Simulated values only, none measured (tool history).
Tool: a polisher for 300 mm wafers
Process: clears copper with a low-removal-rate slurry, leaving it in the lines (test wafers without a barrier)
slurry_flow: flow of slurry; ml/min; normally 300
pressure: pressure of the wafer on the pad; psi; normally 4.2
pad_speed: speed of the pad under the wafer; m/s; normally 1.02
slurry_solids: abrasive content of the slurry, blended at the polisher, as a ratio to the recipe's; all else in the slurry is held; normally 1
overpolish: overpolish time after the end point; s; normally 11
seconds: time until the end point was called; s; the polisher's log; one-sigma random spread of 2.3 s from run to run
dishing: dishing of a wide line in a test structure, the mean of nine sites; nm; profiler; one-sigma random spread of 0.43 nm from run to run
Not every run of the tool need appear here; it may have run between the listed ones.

run,hour,slurry_flow,pressure,pad_speed,slurry_solids,overpolish,wafers since the last listed run,wafers polished on this pad,hours since the slurry nozzle was cleaned,hours since the head pressure was calibrated,hours since the slurry blender was calibrated,"incoming thickness of the incoming film, nm",seconds,dishing
1,0,300,4.2,1.02,1.1,11,0,841,445.5,1252.2,79.4,647.9,152.7,33.1
# hour 52.1: worn pad replaced by a new one
2,65.9,300,4.2,1.02,1,11,464,103,511.4,1318.1,145.3,669.9,159.9,32.8
# hour 80.4: slurry blender recalibrated
3,113.2,300,4.2,1.02,1,11,340,443,558.7,1365.4,32.8,662.4,151.6,33.4
4,176.9,300,4.2,1.02,1,11,478,922,622.4,1429.1,96.5,670,160.3,31.8
# hour 236.5: worn pad replaced by a new one
# hour 239.5: slurry blender recalibrated
5,247.8,300,4.2,1.02,1,11,487,69,693.3,1500,8.3,662.4,150.5,33
# hour 304.5: slurry nozzle cleaned
6,316.9,300,4.2,1.02,1,11,511,580,12.4,1569.1,77.4,662.2,154.5,32.4
# hour 358.6: head pressure recalibrated
7,387.3,300,4.2,1.02,1,11,513,1094,82.8,28.7,147.8,659.1,165.5,30.8
# hour 399.9: worn pad replaced by a new one
# hour 428.7: slurry blender recalibrated
8,446.3,300,4.2,1.02,1,11,397,333,141.8,87.7,17.6,666.8,148.7,33.5
9,513.5,245,5.5,0.76,1,5,504,837,209,154.9,84.8,662.3,159.7,15.8
# hour 587.1: worn pad replaced by a new one
# hour 619.9: slurry blender recalibrated
10,633.5,300,4.2,1.02,1,7,855,333,329,274.9,13.6,655.8,149,22.1
11,691,300,4.2,1.02,1.25,11,431,765,386.5,332.4,71.1,661.7,143.6,34.2
12,740.2,300,4.2,1.02,1,11,369,1134,435.7,381.6,120.3,654.4,157.2,30.9
# hour 746.7: worn pad replaced by a new one
13,772.8,270,4.2,1.24,1,11,214,196,468.3,414.2,152.9,666.4,134.7,37.6
# hour 779.6: slurry blender recalibrated
14,828.3,300,4.2,1.02,1,11,401,597,523.8,469.7,48.7,648.8,150,32.1
15,898.3,300,4.2,0.84,1,11,525,1123,593.8,539.7,118.7,662.7,196.8,25.9
16,933.7,300,4.2,1.02,1,11,265,1389,629.2,575.1,154.1,659.2,167.5,29.5

Below, some changes in seconds between adjacent runs. For each, the amount present without the hidden state too (settings, incoming material, random variation) and the amount remaining for the hidden state with gauge scatter not shared by both compared results:
Hidden state at play: removal rate lost through wear of the pad, %; slurry flow missing at the pad, %; deviation of the head's pressure from its setpoint, %; abrasive missing from the slurry, %.
Run 7 -> 8: worn pad replaced by a new one, slurry blender recalibrated. seconds -16.8 s: hidden state -12.4, all else -4.4.
Run 14 -> 15: pad_speed 1.02 -> 0.84. seconds +46.8 s: hidden state +11.3, all else +35.5.
